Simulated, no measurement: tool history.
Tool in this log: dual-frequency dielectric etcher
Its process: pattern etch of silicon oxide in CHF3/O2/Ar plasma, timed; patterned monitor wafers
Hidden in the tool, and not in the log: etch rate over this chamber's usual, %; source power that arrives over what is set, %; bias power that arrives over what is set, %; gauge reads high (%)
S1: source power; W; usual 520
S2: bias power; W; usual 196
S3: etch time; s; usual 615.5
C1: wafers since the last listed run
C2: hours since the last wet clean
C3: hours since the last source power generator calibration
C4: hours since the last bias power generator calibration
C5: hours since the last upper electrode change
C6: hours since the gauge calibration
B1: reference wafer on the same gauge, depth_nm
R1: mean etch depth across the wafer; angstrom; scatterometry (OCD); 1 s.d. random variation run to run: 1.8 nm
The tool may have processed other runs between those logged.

run     day   S1   S2     S3  C1     C2      C3     C4      C5     C6      B1     R1
  1   0.000  520  196  615.5   0   15.3  2866.4   91.8  3201.7  677.4  1310.8  11108
  2   0.638  520  196  615.5  29   30.6  2881.7  107.1  3217.0  692.7  1310.1  11113
  3   1.996  520  196  615.5  62   63.2  2914.3  139.7  3249.6  725.3  1309.9  11130
  4   3.371  520  196  615.5  62   96.2  2947.3  172.7  3282.6  758.3  1310.0  11129
      4.621  -- upper electrode replaced
  5   4.642  520  196  615.5  12  126.7  2977.8  203.2     0.5  788.8  1310.0  11151
  6   5.246  410  222  508.0  27  141.2  2992.3  217.7    15.0  803.3  1310.2   8808
  7   5.967  440  165  730.0  32  158.5  3009.6  235.0    32.3  820.6  1310.1  11933
  8   7.067  560  153  615.5  50  184.9  3036.0  261.4    58.7  847.0  1309.5  10706
      7.275  -- gauge calibrated
  9   9.229  580  239  765.0  98  236.8  3087.9  313.3   110.6   46.9  1309.9  15186
 10   9.862  570  233  489.0  28  252.0  3103.1  328.5   125.8   62.1  1310.4   9580
 11  10.642  590  176  716.0  35  270.7  3121.8  347.2   144.5   80.8  1310.3  13127
     11.558  -- source power generator calibrated
 12  11.796  560  231  479.0  45  298.4     5.7  374.9   172.2  108.5  1309.5   9472
 13  12.912  520  196  615.5  51  325.2    32.5  401.7   199.0  135.3  1310.0  11319
 14  13.554  640  196  475.5  29  340.6    47.9  417.1   214.4  150.7  1310.0   9449
 15  14.950  520  196  615.5  63  374.1    81.4  450.6   247.9  184.2  1310.0  11347
 16  16.112  440  176  799.5  53  402.0   109.3  478.5   275.8  212.1  1310.1  13517
 17  17.175  430  227  793.5  48  427.5   134.8  504.0   301.3  237.6  1310.0  14321
 18  18.108  400  196  615.5  42  449.9   157.2  526.4   323.7  260.0  1309.7  10383
 19  19.438  410  240  437.5  60  481.8   189.1  558.3   355.6  291.9  1310.2   7896
 20  20.725  460  162  725.0  58  512.7   220.0  589.2   386.5  322.8  1309.9  12192
     22.308  -- wet clean of the chamber
 21  22.329  470  228  780.0  27    0.5   258.5  627.7   425.0  361.3  1310.3  14450
 22  23.142  420  172  615.5  37   20.0   278.0  647.2   444.5  380.8  1310.3  10227
 23  23.754  520  207  615.5  28   34.7   292.7  661.9   459.2  395.5  1309.4  11547
 24  24.767  470  196  615.5  46   59.0   317.0  686.2   483.5  419.8  1309.6  11009
 25  25.688  570  196  708.5  42   81.1   339.1  708.3   505.6  441.9  1309.7  13473
 26  26.329  520  232  615.5  29   96.5   354.5  723.7   521.0  457.3  1310.3  11925
 27  27.117  590  228  615.5  36  115.4   373.4  742.6   539.9  476.2  1309.5  12378
 28  27.729  640  196  779.5  28  130.1   388.1  757.3   554.6  490.9  1310.2  15470
 29  28.375  520  196  523.0  29  145.6   403.6  772.8   570.1  506.4  1310.4   9644

The same runs without the tool's hidden state, with the same run-to-run variation:
run     R1
  1  11241
  2  11244
  3  11257
  4  11252
  5  11271
  6   8899
  7  12061
  8  10822
  9  15332
 10   9672
 11  13259
 12   9395
 13  11226
 14   9372
 15  11251
 16  13402
 17  14192
 18  10290
 19   7823
 20  12086
 21  14314
 22  10134
 23  11440
 24  10907
 25  13349
 26  11811
 27  12261
 28  15328
 29   9554

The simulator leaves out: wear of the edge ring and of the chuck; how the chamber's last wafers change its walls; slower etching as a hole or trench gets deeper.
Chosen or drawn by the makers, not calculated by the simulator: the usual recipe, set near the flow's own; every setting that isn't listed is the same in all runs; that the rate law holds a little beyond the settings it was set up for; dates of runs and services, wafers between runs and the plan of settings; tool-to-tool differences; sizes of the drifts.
